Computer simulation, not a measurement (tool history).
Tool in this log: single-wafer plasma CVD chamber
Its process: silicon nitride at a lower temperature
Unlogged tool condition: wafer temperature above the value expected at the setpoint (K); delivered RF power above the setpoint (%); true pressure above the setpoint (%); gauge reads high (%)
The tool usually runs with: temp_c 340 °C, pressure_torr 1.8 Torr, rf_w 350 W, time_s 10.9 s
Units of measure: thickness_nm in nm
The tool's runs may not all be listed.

| run | hour | temp_c | pressure_torr | rf_w | time_s | wafers since the last listed run | hours since the last thermocouple change | hours since the last RF generator calibration | hours since the last manometer calibration | hours since the showerhead was replaced | hours since the gauge calibration | read-back reference wafer on the same gauge, thickness_nm | thickness_nm |
|---|---|---|---|---|---|---|---|---|---|---|---|---|---|
| 1 | 0 | 340 | 1.8 | 350 | 10.9 | 0 | 1096.1 | 1199.4 | 1023.9 | 4256.9 | 69.6 | 13.901 | 14.273 |
| 2 | 65.9 | 340 | 1.8 | 350 | 10.9 | 2804 | 1162 | 1265.3 | 1089.8 | 4322.8 | 135.5 | 13.922 | 14.431 |
| 3 | 111.1 | 340 | 1.8 | 350 | 10.9 | 1923 | 1207.2 | 1310.5 | 1135 | 4368 | 180.7 | 13.923 | 14.446 |
| 4 | 149.1 | 340 | 1.8 | 350 | 10.9 | 1617 | 1245.2 | 1348.5 | 1173 | 4406 | 218.7 | 13.921 | 14.4 |
| 5 | 213.1 | 340 | 1.8 | 350 | 10.9 | 2723 | 1309.2 | 1412.5 | 1237 | 4470 | 282.7 | 13.948 | 14.281 |
|  | 273.8 | showerhead replaced |
| 6 | 284.9 | 340 | 1.8 | 350 | 10.9 | 2715 | 1381 | 1484.3 | 1308.8 | 11.1 | 354.5 | 14.025 | 14.523 |
| 7 | 336.9 | 340 | 1.8 | 375 | 9.7 | 2212 | 1433 | 1536.3 | 1360.8 | 63.1 | 406.5 | 14.049 | 13.85 |
|  | 401.8 | RF generator calibrated |
| 8 | 403.8 | 340 | 1.98 | 350 | 10.9 | 2506 | 1499.9 | 2 | 1427.7 | 130 | 473.4 | 14.162 | 15.01 |
| 9 | 440.9 | 351 | 1.8 | 350 | 12.6 | 1578 | 1537 | 39.1 | 1464.8 | 167.1 | 510.5 | 14.209 | 16.807 |
| 10 | 467 | 340 | 1.56 | 395 | 10.9 | 1110 | 1563.1 | 65.2 | 1490.9 | 193.2 | 536.6 | 14.181 | 15.951 |
|  | 477.7 | thermocouple changed; heater temperature recalibrated |
|  | 510.9 | gauge calibrated |
|  | 643.2 | capacitance manometer re-zeroed and calibrated |
| 11 | 652.2 | 340 | 1.8 | 415 | 11.7 | 7200 | 174.5 | 250.4 | 9 | 378.4 | 141.3 | 13.917 | 18.118 |
| 12 | 707.7 | 340 | 1.36 | 405 | 10.9 | 2361 | 230 | 305.9 | 64.5 | 433.9 | 196.8 | 13.988 | 15.317 |
| 13 | 761.2 | 326 | 1.8 | 380 | 9.4 | 2276 | 283.5 | 359.4 | 118 | 487.4 | 250.3 | 13.956 | 13.573 |
| 14 | 825.7 | 340 | 1.8 | 350 | 10.9 | 2744 | 348 | 423.9 | 182.5 | 551.9 | 314.8 | 14.037 | 14.41 |

Below, each run's measurement less what the same run would have read without the hidden state. Both values contain the same run-to-run variation, but the gauge's scatter may not be the same in both:
| run | thickness_nm |
|---|---|
| 1 | -0.003 |
| 2 | +0.013 |
| 3 | +0.028 |
| 4 | +0.044 |
| 5 | +0.079 |
| 6 | +0.13 |
| 7 | +0.166 |
| 8 | +0.244 |
| 9 | +0.319 |
| 10 | +0.334 |
| 11 | +0.05 |
| 12 | +0.064 |
| 13 | +0.081 |
| 14 | +0.126 |

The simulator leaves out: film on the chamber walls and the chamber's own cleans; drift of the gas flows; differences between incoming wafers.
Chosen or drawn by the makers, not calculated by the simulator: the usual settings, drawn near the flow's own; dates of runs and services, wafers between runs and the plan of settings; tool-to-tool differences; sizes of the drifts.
